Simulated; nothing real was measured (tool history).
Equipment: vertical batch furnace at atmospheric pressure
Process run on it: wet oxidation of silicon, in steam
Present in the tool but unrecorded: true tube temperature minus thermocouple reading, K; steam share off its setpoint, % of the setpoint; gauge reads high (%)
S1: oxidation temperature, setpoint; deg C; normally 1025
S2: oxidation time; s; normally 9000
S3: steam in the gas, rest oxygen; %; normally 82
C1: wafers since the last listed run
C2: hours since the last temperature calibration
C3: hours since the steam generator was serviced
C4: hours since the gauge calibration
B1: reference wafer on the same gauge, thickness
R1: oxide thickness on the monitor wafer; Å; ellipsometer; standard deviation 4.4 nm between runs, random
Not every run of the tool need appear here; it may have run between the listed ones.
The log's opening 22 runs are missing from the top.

run,hour,S1,S2,S3,C1,C2,C3,C4,B1,R1
# hour 1345.2: steam generator serviced
23,1345.7,1025,10890,82,427,4007.7,0.5,450.2,1088.48,10549.5
24,1399.8,1025,5520,82,330,4061.8,54.6,504.3,1090.28,7198.0
25,1483.8,1003,7320,73,513,4145.8,138.6,588.3,1090.79,7105.6
26,1555.5,1013,10920,82,438,4217.5,210.3,660.0,1093.57,9970.6
27,1599.3,1007,9000,82,267,4261.3,254.1,703.8,1090.45,8745.2
28,1669.7,1011,9000,87,430,4331.7,324.5,774.2,1092.23,9177.2
29,1769.0,1012,4740,75,606,4431.0,423.8,873.5,1090.88,5800.9
30,1994.3,1025,9000,82,1376,4656.3,649.1,1098.8,1089.27,9521.6
# hour 2027.5: thermocouples replaced and temperature profile calibrated
31,2100.7,1005,9000,82,503,73.2,755.5,1205.2,1090.45,8656.4
32,2183.2,1025,12810,74,504,155.7,838.0,1287.7,1091.65,10792.8
33,2276.3,1005,9000,82,568,248.8,931.1,1380.8,1091.73,8609.7
34,2345.3,1012,4740,75,421,317.8,1000.1,1449.8,1090.23,5848.6
35,2439.7,1000,9000,82,576,412.2,1094.5,1544.2,1090.91,8440.8
36,2499.7,1041,9000,90,366,472.2,1154.5,1604.2,1089.81,10533.9
37,2559.0,1025,9000,87,362,531.5,1213.8,1663.5,1089.81,9808.3

Forecast each of these 5 alternatives for the next run:
A,2566.1,1025,9000,74,43,538.6,1220.9,1670.6,?,?
B,2566.1,1018,7860,73,43,538.6,1220.9,1670.6,?,?
C,2566.1,1001,9000,82,43,538.6,1220.9,1670.6,?,?
D,2566.1,1018,9000,82,43,538.6,1220.9,1670.6,?,?
E,2566.1,1039,11220,88,43,538.6,1220.9,1670.6,?,?

run,B1,R1
A,1089.72,8918.3
B,1089.72,7950.6
C,1089.72,8502.0
D,1089.72,9173.3
E,1089.72,11709.4
Without the tool's hidden state the same runs would have given:
run,R1
A,8918.3
B,7950.6
C,8502.0
D,9173.3
E,11709.4
